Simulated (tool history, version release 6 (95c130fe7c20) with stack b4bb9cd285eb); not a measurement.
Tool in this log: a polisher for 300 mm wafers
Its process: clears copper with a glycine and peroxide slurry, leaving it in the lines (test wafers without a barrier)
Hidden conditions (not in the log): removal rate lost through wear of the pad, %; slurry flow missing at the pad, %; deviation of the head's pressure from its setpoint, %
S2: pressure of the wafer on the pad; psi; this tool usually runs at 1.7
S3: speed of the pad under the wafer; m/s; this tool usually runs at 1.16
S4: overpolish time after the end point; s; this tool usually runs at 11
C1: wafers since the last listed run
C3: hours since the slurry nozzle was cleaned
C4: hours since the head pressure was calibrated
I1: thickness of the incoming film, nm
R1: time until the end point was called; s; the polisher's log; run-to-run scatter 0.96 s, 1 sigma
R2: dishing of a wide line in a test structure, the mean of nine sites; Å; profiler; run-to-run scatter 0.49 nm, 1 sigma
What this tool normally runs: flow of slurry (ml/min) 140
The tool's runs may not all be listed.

{"run": 1, "hour": 0.0, "flow of slurry (ml/min)": 110, "S2": 1.7, "S3": 1.16, "S4": 11, "C1": 0, "wafers polished on this pad": 40, "C3": 217.8, "C4": 297.7, "I1": 356.6, "R1": 77.7, "R2": 296}
{"run": 2, "hour": 65.5, "flow of slurry (ml/min)": 160, "S2": 1.7, "S3": 1.16, "S4": 14, "C1": 568, "wafers polished on this pad": 609, "C3": 283.3, "C4": 363.2, "I1": 352.4, "R1": 72.9, "R2": 380}
{"run": 3, "hour": 134.8, "flow of slurry (ml/min)": 160, "S2": 1.7, "S3": 1.16, "S4": 14, "C1": 601, "wafers polished on this pad": 1210, "C3": 352.6, "C4": 432.5, "I1": 357.5, "R1": 73, "R2": 370}
{"hour": 161.2, "done": "slurry nozzle cleaned"}
{"run": 4, "hour": 161.7, "flow of slurry (ml/min)": 160, "S2": 1.7, "S3": 1.16, "S4": 14, "C1": 224, "wafers polished on this pad": 1435, "C3": 0.5, "C4": 459.4, "I1": 353.3, "R1": 72.1, "R2": 376}
{"hour": 178.6, "done": "worn pad replaced by a new one"}
{"run": 5, "hour": 195.9, "flow of slurry (ml/min)": 140, "S2": 1.7, "S3": 1.16, "S4": 11, "C1": 262, "wafers polished on this pad": 150, "C3": 34.7, "C4": 493.6, "I1": 361.7, "R1": 76.4, "R2": 301}
{"run": 6, "hour": 250.2, "flow of slurry (ml/min)": 140, "S2": 1.7, "S3": 1.16, "S4": 11, "C1": 471, "wafers polished on this pad": 621, "C3": 89, "C4": 547.9, "I1": 356.3, "R1": 75.3, "R2": 297}
{"run": 7, "hour": 276.6, "flow of slurry (ml/min)": 140, "S2": 1.7, "S3": 1.16, "S4": 11, "C1": 229, "wafers polished on this pad": 850, "C3": 115.4, "C4": 574.3, "I1": 353.3, "R1": 74.7, "R2": 306}
{"hour": 323.5, "done": "head pressure recalibrated"}
{"run": 8, "hour": 339.9, "flow of slurry (ml/min)": 140, "S2": 1.7, "S3": 1.16, "S4": 11, "C1": 532, "wafers polished on this pad": 1383, "C3": 178.7, "C4": 16.4, "I1": 349.7, "R1": 66.7, "R2": 321}
{"run": 9, "hour": 365.7, "flow of slurry (ml/min)": 140, "S2": 1.7, "S3": 1.06, "S4": 11, "C1": 224, "wafers polished on this pad": 1607, "C3": 204.5, "C4": 42.2, "I1": 359.4, "R1": 75.3, "R2": 304}
{"hour": 371.5, "done": "worn pad replaced by a new one"}
{"run": 10, "hour": 422.1, "flow of slurry (ml/min)": 140, "S2": 1.7, "S3": 1.06, "S4": 11, "C1": 454, "wafers polished on this pad": 438, "C3": 260.9, "C4": 98.6, "I1": 353.8, "R1": 73.7, "R2": 311}
{"run": 11, "hour": 478.1, "flow of slurry (ml/min)": 140, "S2": 1.7, "S3": 0.9, "S4": 18, "C1": 486, "wafers polished on this pad": 925, "C3": 316.9, "C4": 154.6, "I1": 350.7, "R1": 83.8, "R2": 397}
{"run": 12, "hour": 514.0, "flow of slurry (ml/min)": 140, "S2": 1.7, "S3": 0.84, "S4": 11, "C1": 311, "wafers polished on this pad": 1236, "C3": 352.8, "C4": 190.5, "I1": 356.2, "R1": 90.1, "R2": 275}
{"hour": 526.4, "done": "slurry nozzle cleaned"}
{"hour": 557.7, "done": "worn pad replaced by a new one"}
{"run": 13, "hour": 560.4, "flow of slurry (ml/min)": 140, "S2": 1.7, "S3": 0.82, "S4": 11, "C1": 359, "wafers polished on this pad": 23, "C3": 34, "C4": 236.9, "I1": 355.9, "R1": 93.4, "R2": 260}
{"run": 14, "hour": 617.7, "flow of slurry (ml/min)": 100, "S2": 1.7, "S3": 1.16, "S4": 14, "C1": 497, "wafers polished on this pad": 520, "C3": 91.3, "C4": 294.2, "I1": 351.6, "R1": 78.6, "R2": 353}
{"run": 15, "hour": 665.8, "flow of slurry (ml/min)": 120, "S2": 2.1, "S3": 0.84, "S4": 15, "C1": 417, "wafers polished on this pad": 938, "C3": 139.4, "C4": 342.3, "I1": 351, "R1": 79.8, "R2": 367}
{"run": 16, "hour": 693.8, "flow of slurry (ml/min)": 100, "S2": 1.2, "S3": 1.16, "S4": 11, "C1": 243, "wafers polished on this pad": 1181, "C3": 167.4, "C4": 370.3, "I1": 355.7, "R1": 103.1, "R2": 242}
{"hour": 719.2, "done": "worn pad replaced by a new one"}
{"run": 17, "hour": 731.7, "flow of slurry (ml/min)": 115, "S2": 1.7, "S3": 1.16, "S4": 11, "C1": 294, "wafers polished on this pad": 108, "C3": 205.3, "C4": 408.2, "I1": 358.9, "R1": 76.9, "R2": 300}
{"run": 18, "hour": 765.9, "flow of slurry (ml/min)": 175, "S2": 1.7, "S3": 0.98, "S4": 13, "C1": 296, "wafers polished on this pad": 405, "C3": 239.5, "C4": 442.4, "I1": 351.6, "R1": 80.4, "R2": 326}
{"run": 19, "hour": 823.6, "flow of slurry (ml/min)": 140, "S2": 1.7, "S3": 1.16, "S4": 11, "C1": 500, "wafers polished on this pad": 906, "C3": 297.2, "C4": 500.1, "I1": 353.9, "R1": 74.3, "R2": 310}
{"run": 20, "hour": 861.2, "flow of slurry (ml/min)": 140, "S2": 1.7, "S3": 1.16, "S4": 11, "C1": 326, "wafers polished on this pad": 1232, "C3": 334.8, "C4": 537.7, "I1": 359.6, "R1": 75.5, "R2": 304}
{"hour": 886.5, "done": "slurry nozzle cleaned"}
{"run": 21, "hour": 912.9, "flow of slurry (ml/min)": 140, "S2": 1.5, "S3": 1.16, "S4": 11, "C1": 440, "wafers polished on this pad": 1672, "C3": 26.4, "C4": 589.4, "I1": 350.4, "R1": 79.9, "R2": 285}

Below are 4 alternative next runs, each starting from the tool's condition after run 21. Predict each:
{"run": "A", "hour": 913.4, "flow of slurry (ml/min)": 140, "S2": 1.7, "S3": 1.32, "S4": 11, "C1": 4, "wafers polished on this pad": 1677, "C3": 26.9, "C4": 589.9, "I1": 357.3, "R1": "?", "R2": "?"}
{"run": "B", "hour": 913.4, "flow of slurry (ml/min)": 160, "S2": 1.7, "S3": 1.16, "S4": 11, "C1": 4, "wafers polished on this pad": 1677, "C3": 26.9, "C4": 589.9, "I1": 357.3, "R1": "?", "R2": "?"}
{"run": "C", "hour": 913.4, "flow of slurry (ml/min)": 160, "S2": 1.5, "S3": 1.16, "S4": 15, "C1": 4, "wafers polished on this pad": 1677, "C3": 26.9, "C4": 589.9, "I1": 357.3, "R1": "?", "R2": "?"}
{"run": "D", "hour": 913.4, "flow of slurry (ml/min)": 160, "S2": 1.7, "S3": 0.9, "S4": 11, "C1": 4, "wafers polished on this pad": 1677, "C3": 26.9, "C4": 589.9, "I1": 357.3, "R1": "?", "R2": "?"}

run=A R1=67.7 R2=328
run=B R1=72.8 R2=314
run=C R1=79.8 R2=366
run=D R1=87.5 R2=278
Stripped of hidden state, with their random variation kept, the same runs would have yielded:
run=A R1=61.6 R2=349
run=B R1=66.4 R2=334
run=C R1=73 R2=386
run=D R1=80.3 R2=296
